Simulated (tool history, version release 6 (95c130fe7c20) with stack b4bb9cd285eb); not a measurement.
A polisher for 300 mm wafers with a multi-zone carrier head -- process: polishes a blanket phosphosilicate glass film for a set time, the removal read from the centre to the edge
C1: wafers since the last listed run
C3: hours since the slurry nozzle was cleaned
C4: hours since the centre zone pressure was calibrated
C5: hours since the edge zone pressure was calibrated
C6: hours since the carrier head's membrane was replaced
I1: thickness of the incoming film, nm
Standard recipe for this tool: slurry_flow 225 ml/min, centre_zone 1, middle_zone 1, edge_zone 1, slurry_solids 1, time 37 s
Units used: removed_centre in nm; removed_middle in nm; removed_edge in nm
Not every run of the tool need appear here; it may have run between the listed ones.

run 1 hour=0 | slurry_flow=225 centre_zone=1 middle_zone=1 edge_zone=1 slurry_solids=1 time=37 | C1=0 wafers_polished_on_this_pad=1243 C3=366.6 C4=424.3 C5=62.9 C6=293.8 | I1=3092.9 | removed_centre=235.2 removed_middle=239.7 removed_edge=233
run 2 hour=64.2 | slurry_flow=225 centre_zone=1 middle_zone=1 edge_zone=1 slurry_solids=1 time=37 | C1=480 wafers_polished_on_this_pad=1724 C3=430.8 C4=488.5 C5=127.1 C6=358 | I1=3176.7 | removed_centre=225.1 removed_middle=225.4 removed_edge=230.7
run 3 hour=122.1 | slurry_flow=225 centre_zone=1 middle_zone=1 edge_zone=1 slurry_solids=1 time=37 | C1=433 wafers_polished_on_this_pad=2157 C3=488.7 C4=546.4 C5=185 C6=415.9 | I1=3149.8 | removed_centre=225.1 removed_middle=223.2 removed_edge=227.7
run 4 hour=165.8 | slurry_flow=225 centre_zone=1 middle_zone=1 edge_zone=1 slurry_solids=1 time=37 | C1=327 wafers_polished_on_this_pad=2484 C3=532.4 C4=590.1 C5=228.7 C6=459.6 | I1=3153.3 | removed_centre=225.4 removed_middle=234 removed_edge=224.5
-- hour=184.8 worn pad replaced by a new one
-- hour=208.2 centre zone pressure recalibrated
run 5 hour=228.8 | slurry_flow=225 centre_zone=1 middle_zone=1 edge_zone=1 slurry_solids=1.2 time=37 | C1=426 wafers_polished_on_this_pad=314 C3=595.4 C4=20.6 C5=291.7 C6=522.6 | I1=3112.2 | removed_centre=260.5 removed_middle=254.1 removed_edge=257.1
run 6 hour=271.5 | slurry_flow=225 centre_zone=1 middle_zone=1.07 edge_zone=1 slurry_solids=1 time=37 | C1=319 wafers_polished_on_this_pad=633 C3=638.1 C4=63.3 C5=334.4 C6=565.3 | I1=3141.8 | removed_centre=237.7 removed_middle=244 removed_edge=234.6
run 7 hour=332.3 | slurry_flow=185 centre_zone=1 middle_zone=1 edge_zone=1 slurry_solids=1 time=37 | C1=455 wafers_polished_on_this_pad=1089 C3=698.9 C4=124.1 C5=395.2 C6=626.1 | I1=3112.2 | removed_centre=216.7 removed_middle=222 removed_edge=221.5
-- hour=374 carrier head's membrane replaced by a new one
run 8 hour=379.7 | slurry_flow=225 centre_zone=1 middle_zone=1 edge_zone=1 slurry_solids=1 time=37 | C1=317 wafers_polished_on_this_pad=1406 C3=746.3 C4=171.5 C5=442.6 C6=5.7 | I1=3169.4 | removed_centre=228.2 removed_middle=222.6 removed_edge=225.4
-- hour=413.6 slurry nozzle cleaned
run 9 hour=429.3 | slurry_flow=225 centre_zone=1 middle_zone=1 edge_zone=1 slurry_solids=1 time=37 | C1=363 wafers_polished_on_this_pad=1770 C3=15.7 C4=221.1 C5=492.2 C6=55.3 | I1=3148.4 | removed_centre=219.5 removed_middle=224.7 removed_edge=221.3
run 10 hour=495.9 | slurry_flow=225 centre_zone=1 middle_zone=1 edge_zone=0.88 slurry_solids=1.15 time=37 | C1=498 wafers_polished_on_this_pad=2268 C3=82.3 C4=287.7 C5=558.8 C6=121.9 | I1=3180.4 | removed_centre=224.2 removed_middle=231.3 removed_edge=214.6
run 11 hour=563.7 | slurry_flow=260 centre_zone=1 middle_zone=1.06 edge_zone=1 slurry_solids=1 time=37 | C1=507 wafers_polished_on_this_pad=2776 C3=150.1 C4=355.5 C5=626.6 C6=189.7 | I1=3145 | removed_centre=217.7 removed_middle=228.3 removed_edge=219.6
-- hour=570.1 worn pad replaced by a new one
run 12 hour=592.6 | slurry_flow=280 centre_zone=1.08 middle_zone=1 edge_zone=1 slurry_solids=1.2 time=32 | C1=186 wafers_polished_on_this_pad=168 C3=179 C4=384.4 C5=655.5 C6=218.6 | I1=3112.8 | removed_centre=252.8 removed_middle=240.6 removed_edge=240.3
run 13 hour=630.7 | slurry_flow=225 centre_zone=1 middle_zone=1 edge_zone=1 slurry_solids=1.25 time=37 | C1=285 wafers_polished_on_this_pad=453 C3=217.1 C4=422.5 C5=693.6 C6=256.7 | I1=3122.7 | removed_centre=256.6 removed_middle=269.8 removed_edge=265.5
-- hour=650.7 edge zone pressure recalibrated
run 14 hour=664.6 | slurry_flow=160 centre_zone=1 middle_zone=0.88 edge_zone=0.95 slurry_solids=1 time=37 | C1=238 wafers_polished_on_this_pad=692 C3=251 C4=456.4 C5=13.9 C6=290.6 | I1=3185.7 | removed_centre=222.5 removed_middle=209.1 removed_edge=228.5
run 15 hour=705.7 | slurry_flow=225 centre_zone=1 middle_zone=1 edge_zone=1 slurry_solids=1 time=37 | C1=307 wafers_polished_on_this_pad=1000 C3=292.1 C4=497.5 C5=55 C6=331.7 | I1=3108.4 | removed_centre=233.4 removed_middle=239.1 removed_edge=234.7
run 16 hour=733.9 | slurry_flow=225 centre_zone=1 middle_zone=1 edge_zone=1.07 slurry_solids=1 time=41 | C1=211 wafers_polished_on_this_pad=1211 C3=320.3 C4=525.7 C5=83.2 C6=359.9 | I1=3194.8 | removed_centre=250.6 removed_middle=262.6 removed_edge=266.4
run 17 hour=785.9 | slurry_flow=225 centre_zone=1 middle_zone=1 edge_zone=1.12 slurry_solids=1.25 time=32 | C1=389 wafers_polished_on_this_pad=1600 C3=372.3 C4=577.7 C5=135.2 C6=411.9 | I1=3145 | removed_centre=208.3 removed_middle=215.4 removed_edge=226.1
-- hour=802.3 centre zone pressure recalibrated
run 18 hour=852 | slurry_flow=185 centre_zone=0.89 middle_zone=0.89 edge_zone=1 slurry_solids=1 time=37 | C1=479 wafers_polished_on_this_pad=2080 C3=438.4 C4=49.7 C5=201.3 C6=478 | I1=3152.2 | removed_centre=204.5 removed_middle=201.7 removed_edge=223.8
-- hour=872.2 worn pad replaced by a new one
run 19 hour=903.4 | slurry_flow=225 centre_zone=1.04 middle_zone=1 edge_zone=1 slurry_solids=0.85 time=37 | C1=354 wafers_polished_on_this_pad=233 C3=489.8 C4=101.1 C5=252.7 C6=529.4 | I1=3205.7 | removed_centre=250.8 removed_middle=242.2 removed_edge=239
run 20 hour=928.7 | slurry_flow=225 centre_zone=1 middle_zone=1 edge_zone=1 slurry_solids=1 time=49 | C1=189 wafers_polished_on_this_pad=422 C3=515.1 C4=126.4 C5=278 C6=554.7 | I1=3138.9 | removed_centre=327.5 removed_middle=333.5 removed_edge=328.8
-- hour=975 carrier head's membrane replaced by a new one
run 21 hour=990 | slurry_flow=175 centre_zone=1 middle_zone=0.93 edge_zone=0.89 slurry_solids=1 time=37 | C1=421 wafers_polished_on_this_pad=844 C3=576.4 C4=187.7 C5=339.3 C6=15 | I1=3141.5 | removed_centre=232.1 removed_middle=220 removed_edge=221.8

Entry by entry between the runs, the difference in hidden state between the last listed run before and the first listed run after:
Between runs 4 and 5: worn pad replaced by a new one (hour 184.8); centre zone pressure recalibrated (hour 208.2)
  removal rate lost through wear of the pad, %: 14.4 -> 7.73; deviation of the centre zone's pressure from its setpoint, %: -4.71 -> -1.28
  what was measured, less what the result would be without the hidden state, removed_centre: -49.5 -> -25 nm; removed_middle: -39.3 -> -21.3 nm; removed_edge: -37.8 -> -21.5 nm
Between runs 7 and 8: carrier head's membrane replaced by a new one (hour 374)
  removal rate lost through wear of the pad, %: 13.7 -> 15.1; deviation of the centre zone's pressure from its setpoint, %: -2.14 -> -2.53
  what was measured, less what the result would be without the hidden state, removed_centre: -39.2 -> -46.6 nm; removed_middle: -35.1 -> -39.5 nm; removed_edge: -35.1 -> -39.9 nm
Between runs 8 and 9: slurry nozzle cleaned (hour 413.6)
  removal rate lost through wear of the pad, %: 15.1 -> 16; deviation of the centre zone's pressure from its setpoint, %: -2.53 -> -2.94
  what was measured, less what the result would be without the hidden state, removed_centre: -46.6 -> -48.9 nm; removed_middle: -39.5 -> -42.8 nm; removed_edge: -39.9 -> -42.3 nm
Between runs 11 and 12: worn pad replaced by a new one (hour 570.1)
  removal rate lost through wear of the pad, %: 17.3 -> 2.65; deviation of the centre zone's pressure from its setpoint, %: -4.06 -> -4.3
  what was measured, less what the result would be without the hidden state, removed_centre: -55.3 -> -17.2 nm; removed_middle: -47.6 -> -6.4 nm; removed_edge: -45.8 -> -6.6 nm
Between runs 13 and 14: edge zone pressure recalibrated (hour 650.7)
  removal rate lost through wear of the pad, %: 6.03 -> 8.23; deviation of the centre zone's pressure from its setpoint, %: -4.62 -> -4.9
  what was measured, less what the result would be without the hidden state, removed_centre: -28.1 -> -31 nm; removed_middle: -17.2 -> -18.8 nm; removed_edge: -17 -> -20.5 nm
Between runs 17 and 18: centre zone pressure recalibrated (hour 802.3)
  removal rate lost through wear of the pad, %: 12.5 -> 13.5; deviation of the centre zone's pressure from its setpoint, %: -5.91 -> -0.759
  what was measured, less what the result would be without the hidden state, removed_centre: -42.9 -> -33.5 nm; removed_middle: -30.6 -> -31.4 nm; removed_edge: -32.2 -> -34.9 nm
Between runs 18 and 19: worn pad replaced by a new one (hour 872.2)
  removal rate lost through wear of the pad, %: 13.5 -> 3.86; deviation of the centre zone's pressure from its setpoint, %: -0.759 -> -1.19
  what was measured, less what the result would be without the hidden state, removed_centre: -33.5 -> -12.8 nm; removed_middle: -31.4 -> -9.7 nm; removed_edge: -34.9 -> -9.6 nm
Between runs 20 and 21: carrier head's membrane replaced by a new one (hour 975)
  removal rate lost through wear of the pad, %: 6.05 -> 9.76; deviation of the centre zone's pressure from its setpoint, %: -1.4 -> -1.91
  what was measured, less what the result would be without the hidden state, removed_centre: -25.5 -> -29.5 nm; removed_middle: -21.4 -> -23.7 nm; removed_edge: -21.2 -> -23.9 nm

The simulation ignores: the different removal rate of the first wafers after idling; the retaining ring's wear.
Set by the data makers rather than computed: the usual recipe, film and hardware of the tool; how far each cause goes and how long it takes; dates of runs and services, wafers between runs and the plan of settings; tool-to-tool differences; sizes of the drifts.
